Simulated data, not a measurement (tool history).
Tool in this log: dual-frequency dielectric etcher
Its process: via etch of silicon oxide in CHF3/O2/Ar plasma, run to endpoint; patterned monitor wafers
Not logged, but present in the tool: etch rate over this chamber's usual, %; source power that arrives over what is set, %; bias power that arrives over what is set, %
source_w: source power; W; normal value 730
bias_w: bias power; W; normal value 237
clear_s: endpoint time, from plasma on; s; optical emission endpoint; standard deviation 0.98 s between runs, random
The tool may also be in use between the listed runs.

run,hour,source_w,bias_w,wafers since the last listed run,hours since the last wet clean,hours since the last source power generator calibration,hours since the last bias power generator calibration,hours since the last upper electrode change,"incoming incoming film thickness, nm",clear_s
1,0.0,850,237,0,432.5,3825.1,2480.3,6544.0,791.7,316.3
2,10.1,850,237,57,442.6,3835.2,2490.4,6554.1,780.9,314.1
3,17.9,850,237,44,450.4,3843.0,2498.2,6561.9,794.5,319.7
4,24.8,730,237,39,457.3,3849.9,2505.1,6568.8,789.1,337.7
5,32.5,730,237,43,465.0,3857.6,2512.8,6576.5,791.6,338.6
6,39.7,730,237,40,472.2,3864.8,2520.0,6583.7,789.3,338.2
7,49.1,730,237,53,481.6,3874.2,2529.4,6593.1,792.1,341.4
8,56.1,730,237,39,488.6,3881.2,2536.4,6600.1,794.5,342.4
9,64.0,730,237,44,496.5,3889.1,2544.3,6608.0,793.1,340.6
10,72.2,730,237,46,504.7,3897.3,2552.5,6616.2,790.2,339.2
11,87.1,840,190,84,519.6,3912.2,2567.4,6631.1,789.6,344.4
12,94.7,840,190,42,527.2,3919.8,2575.0,6638.7,793.8,345.9
13,106.6,840,190,67,539.1,3931.7,2586.9,6650.6,784.8,343.4
# hour 118.8: source power generator calibrated
# hour 141.5: wet clean of the chamber
# hour 158.9: upper electrode replaced
14,159.4,730,237,49,17.9,40.6,2639.7,0.5,793.4,331.0
15,159.8,730,237,2,18.3,41.0,2640.1,0.9,792.7,327.6
16,160.2,730,237,2,18.7,41.4,2640.5,1.3,795.3,331.2
17,160.6,730,237,2,19.1,41.8,2640.9,1.7,789.9,327.9
18,161.0,730,237,2,19.5,42.2,2641.3,2.1,796.2,330.8
19,169.5,790,275,48,28.0,50.7,2649.8,10.6,788.2,300.8
20,182.5,670,206,73,41.0,63.7,2662.8,23.6,795.7,360.1
21,189.8,850,267,41,48.3,71.0,2670.1,30.9,792.1,297.0
22,198.0,730,196,46,56.5,79.2,2678.3,39.1,779.0,345.1
# hour 204.7: bias power generator calibrated
23,207.5,730,237,31,66.0,88.7,2.8,48.6,789.9,329.1
24,223.3,730,237,89,81.8,104.5,18.6,64.4,791.4,330.5
25,240.5,620,209,97,99.0,121.7,35.8,81.6,792.3,369.7
26,247.0,730,237,36,105.5,128.2,42.3,88.1,793.2,332.6
27,259.3,730,280,69,117.8,140.5,54.6,100.4,793.9,312.5
28,273.5,600,237,80,132.0,154.7,68.8,114.6,789.5,360.4
29,288.1,850,237,82,146.6,169.3,83.4,129.2,788.7,308.7
30,298.4,870,282,58,156.9,179.6,93.7,139.5,788.3,289.5
31,305.0,620,199,37,163.5,186.2,100.3,146.1,789.6,375.9
32,316.2,800,260,63,174.7,197.4,111.5,157.3,789.7,307.9

Give the tool's hidden conditions for every run:
source power that arrives over what is set, %: 0, the same for each run
bias power that arrives over what is set, %: 0, the same for each run
H1: etch rate over this chamber's usual, %
run,H1
1,-3.63
2,-3.7
3,-3.75
4,-3.8
5,-3.85
6,-3.9
7,-3.97
8,-4.02
9,-4.07
10,-4.13
11,-4.23
12,-4.28
13,-4.36
14,-0.581
15,-0.584
16,-0.587
17,-0.59
18,-0.592
19,-0.65
20,-0.739
21,-0.789
22,-0.845
23,-0.91
24,-1.02
25,-1.14
26,-1.18
27,-1.26
28,-1.36
29,-1.46
30,-1.53
31,-1.58
32,-1.65
